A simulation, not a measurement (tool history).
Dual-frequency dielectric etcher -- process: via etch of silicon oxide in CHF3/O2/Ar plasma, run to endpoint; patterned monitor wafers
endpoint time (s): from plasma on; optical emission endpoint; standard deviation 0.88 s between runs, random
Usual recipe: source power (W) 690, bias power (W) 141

| run | hour | source power (W) | bias power (W) | incoming incoming film thickness, nm | endpoint time (s) |
|---|---|---|---|---|---|
| 1 | 0 | 690 | 132 | 588.9 | 301 |
| 2 | 26.9 | 690 | 129 | 585.2 | 300.3 |
| 3 | 208.8 | 690 | 124 | 588.3 | 304.5 |
| 4 | 254.9 | 690 | 141 | 590.7 | 294 |
|  | 334.1 | wet clean of the chamber |
| 5 | 334.6 | 690 | 141 | 589.8 | 299.9 |
| 6 | 352.6 | 690 | 141 | 590.2 | 299.7 |
| 7 | 419.5 | 810 | 154 | 589.3 | 266.8 |
| 8 | 468 | 810 | 154 | 598.2 | 269.3 |
|  | 537 | upper electrode replaced |
| 9 | 537.8 | 790 | 109 | 585.7 | 298.9 |
|  | 563.7 | bias power generator calibrated |
| 10 | 573.9 | 840 | 152 | 589.5 | 261.1 |
|  | 589.4 | source power generator calibrated |
| 11 | 639.6 | 690 | 141 | 589.4 | 290.6 |
| 12 | 693.8 | 780 | 156 | 590.5 | 264 |
| 13 | 735.2 | 690 | 141 | 587.3 | 289 |
| 14 | 795.9 | 570 | 124 | 587.2 | 332.6 |
| 15 | 838.9 | 550 | 156 | 583.8 | 314.3 |
| 16 | 865.8 | 570 | 124 | 588.5 | 335.4 |

The same runs without the tool's hidden state, with the same run-to-run variation:
The hidden state here: etch rate over this chamber's usual, %; source power that arrives over what is set, %; bias power that arrives over what is set, %.
| run | endpoint time (s) |
|---|---|
| 1 | 299.7 |
| 2 | 299.1 |
| 3 | 304.4 |
| 4 | 294.2 |
| 5 | 293.8 |
| 6 | 293.6 |
| 7 | 261.8 |
| 8 | 264.5 |
| 9 | 293.8 |
| 10 | 257 |
| 11 | 293.2 |
| 12 | 266.7 |
| 13 | 292.3 |
| 14 | 336.7 |
| 15 | 318.5 |
| 16 | 340.1 |
